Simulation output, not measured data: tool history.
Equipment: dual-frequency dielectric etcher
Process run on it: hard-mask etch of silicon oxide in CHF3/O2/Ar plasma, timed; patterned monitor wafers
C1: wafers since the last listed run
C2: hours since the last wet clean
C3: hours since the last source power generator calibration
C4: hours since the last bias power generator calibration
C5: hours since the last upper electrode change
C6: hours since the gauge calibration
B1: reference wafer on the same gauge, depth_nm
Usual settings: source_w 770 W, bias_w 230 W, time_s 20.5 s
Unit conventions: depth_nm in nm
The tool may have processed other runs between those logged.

Run 1, day 0: usual settings; C1 0; C2 354.8; C3 5099.1; C4 4390.4; C5 6126.2; C6 203.1; B1 38. Result: depth_nm 42.35 nm.
At day 1.7: wet clean of the chamber.
Run 2, day 1.721: usual settings; C1 318; C2 0.5; C3 5140.4; C4 4431.7; C5 6167.5; C6 244.4; B1 38.01. Result: depth_nm 42.7 nm.
Run 3, day 1.733: usual settings but bias_w 200 W, time_s 17 s; C1 5; C2 0.8; C3 5140.7; C4 4432; C5 6167.8; C6 244.7; B1 38. Result: depth_nm 33.52 nm.
Run 4, day 1.746: usual settings but source_w 720 W, time_s 18 s; C1 5; C2 1.1; C3 5141; C4 4432.3; C5 6168.1; C6 245; B1 38.01. Result: depth_nm 36.1 nm.
Run 5, day 1.929: usual settings but source_w 720 W, time_s 18 s; C1 80; C2 5.5; C3 5145.4; C4 4436.7; C5 6172.5; C6 249.4; B1 37.99. Result: depth_nm 35.97 nm.
Run 6, day 2.388: usual settings but source_w 720 W, time_s 18 s; C1 202; C2 16.5; C3 5156.4; C4 4447.7; C5 6183.5; C6 260.4; B1 38. Result: depth_nm 36.04 nm.
Run 7, day 2.712: usual settings; C1 143; C2 24.3; C3 5164.2; C4 4455.5; C5 6191.3; C6 268.2; B1 38. Result: depth_nm 42.48 nm.
At day 2.929: source power generator calibrated.
At day 4.812: upper electrode replaced.
Run 8, day 4.833: usual settings; C1 420; C2 75.2; C3 45.7; C4 4506.4; C5 0.5; C6 319.1; B1 38. Result: depth_nm 42.58 nm.
Run 9, day 4.846: usual settings; C1 5; C2 75.5; C3 46; C4 4506.7; C5 0.8; C6 319.4; B1 38.01. Result: depth_nm 42.61 nm.
Run 10, day 4.858: usual settings but source_w 940 W, bias_w 287 W, time_s 14.5 s; C1 5; C2 75.8; C3 46.3; C4 4507; C5 1.1; C6 319.7; B1 37.99. Result: depth_nm 36.29 nm.
At day 5.708: gauge calibrated.
Run 11, day 6.246: usual settings but source_w 710 W, bias_w 198 W; C1 612; C2 109.1; C3 79.6; C4 4540.3; C5 34.4; C6 12.9; B1 37.99. Result: depth_nm 38.48 nm.
Run 12, day 6.875: usual settings but source_w 870 W, time_s 17.5 s; C1 277; C2 124.2; C3 94.7; C4 4555.4; C5 49.5; C6 28; B1 38.01. Result: depth_nm 38.63 nm.
Run 13, day 7.179: usual settings but source_w 720 W, time_s 18 s; C1 134; C2 131.5; C3 102; C4 4562.7; C5 56.8; C6 35.3; B1 37.99. Result: depth_nm 35.99 nm.
Run 14, day 7.462: usual settings but bias_w 203 W; C1 125; C2 138.3; C3 108.8; C4 4569.5; C5 63.6; C6 42.1; B1 38. Result: depth_nm 40.66 nm.
At day 8.008: bias power generator calibrated.
Run 15, day 8.192: usual settings; C1 248; C2 155.8; C3 126.3; C4 4.4; C5 81.1; C6 59.6; B1 38. Result: depth_nm 42.47 nm.
Run 16, day 8.896: usual settings but bias_w 263 W; C1 310; C2 172.7; C3 143.2; C4 21.3; C5 98; C6 76.5; B1 38. Result: depth_nm 44.71 nm.
Run 17, day 9.167: usual settings but bias_w 208 W, time_s 15.5 s; C1 119; C2 179.2; C3 149.7; C4 27.8; C5 104.5; C6 83; B1 37.99. Result: depth_nm 30.96 nm.
Run 18, day 10.954: usual settings but source_w 630 W, bias_w 198 W; C1 788; C2 222.1; C3 192.6; C4 70.7; C5 147.4; C6 125.9; B1 38. Result: depth_nm 35.94 nm.
Run 19, day 11.65: usual settings; C1 307; C2 238.8; C3 209.3; C4 87.4; C5 164.1; C6 142.6; B1 37.99. Result: depth_nm 42.54 nm.
Run 20, day 12.333: usual settings but source_w 710 W, bias_w 182 W, time_s 23 s; C1 301; C2 255.2; C3 225.7; C4 103.8; C5 180.5; C6 159; B1 37.99. Result: depth_nm 41.81 nm.
Run 21, day 12.971: usual settings; C1 281; C2 270.5; C3 241; C4 119.1; C5 195.8; C6 174.3; B1 38. Result: depth_nm 42.38 nm.
Run 22, day 13.675: usual settings; C1 310; C2 287.4; C3 257.9; C4 136; C5 212.7; C6 191.2; B1 38. Result: depth_nm 42.36 nm.
Run 23, day 14.312: usual settings but source_w 940 W, bias_w 284 W, time_s 18.5 s; C1 281; C2 302.7; C3 273.2; C4 151.3; C5 228; C6 206.5; B1 38.01. Result: depth_nm 45.85 nm.
Run 24, day 14.858: usual settings but bias_w 200 W, time_s 17 s; C1 240; C2 315.8; C3 286.3; C4 164.4; C5 241.1; C6 219.6; B1 38. Result: depth_nm 33.47 nm.
Run 25, day 15.546: usual settings but source_w 710 W, bias_w 275 W, time_s 15.5 s; C1 303; C2 332.3; C3 302.8; C4 180.9; C5 257.6; C6 236.1; B1 38.01. Result: depth_nm 32.76 nm.
Run 26, day 16.996: usual settings; C1 639; C2 367.1; C3 337.6; C4 215.7; C5 292.4; C6 270.9; B1 38. Result: depth_nm 42.48 nm.
Run 27, day 17.317: usual settings but source_w 920 W, bias_w 181 W; C1 141; C2 374.8; C3 345.3; C4 223.4; C5 300.1; C6 278.6; B1 38. Result: depth_nm 42.65 nm.
Run 28, day 17.583: usual settings; C1 117; C2 381.2; C3 351.7; C4 229.8; C5 306.5; C6 285; B1 37.99. Result: depth_nm 42.38 nm.
Run 29, day 18.154: usual settings but source_w 660 W, time_s 16 s; C1 251; C2 394.9; C3 365.4; C4 243.5; C5 320.2; C6 298.7; B1 38. Result: depth_nm 30.37 nm.

Here are 5 independent what-if runs from the current tool condition. What would each one return?
Run A, day 18.171: usual settings; C1 7; C2 395.3; C3 365.8; C4 243.9; C5 320.6; C6 299.1; B1 ?. Result: depth_nm ?.
Run B, day 18.171: usual settings but source_w 930 W, bias_w 280 W, time_s 24.5 s; C1 7; C2 395.3; C3 365.8; C4 243.9; C5 320.6; C6 299.1; B1 ?. Result: depth_nm ?.
Run C, day 18.171: usual settings but bias_w 192 W; C1 7; C2 395.3; C3 365.8; C4 243.9; C5 320.6; C6 299.1; B1 ?. Result: depth_nm ?.
Run D, day 18.171: usual settings but bias_w 204 W; C1 7; C2 395.3; C3 365.8; C4 243.9; C5 320.6; C6 299.1; B1 ?. Result: depth_nm ?.
Run E, day 18.171: usual settings but time_s 25 s; C1 7; C2 395.3; C3 365.8; C4 243.9; C5 320.6; C6 299.1; B1 ?. Result: depth_nm ?.

run  B1  depth_nm
  A  38     42.35
  B  38     60.04
  C  38     39.64
  D  38     40.53
  E  38     51.65
Without the tool's unlogged condition, the same runs would have read:
run  depth_nm
  A     42.59
  B     60.38
  C     39.87
  D     40.76
  E     51.94

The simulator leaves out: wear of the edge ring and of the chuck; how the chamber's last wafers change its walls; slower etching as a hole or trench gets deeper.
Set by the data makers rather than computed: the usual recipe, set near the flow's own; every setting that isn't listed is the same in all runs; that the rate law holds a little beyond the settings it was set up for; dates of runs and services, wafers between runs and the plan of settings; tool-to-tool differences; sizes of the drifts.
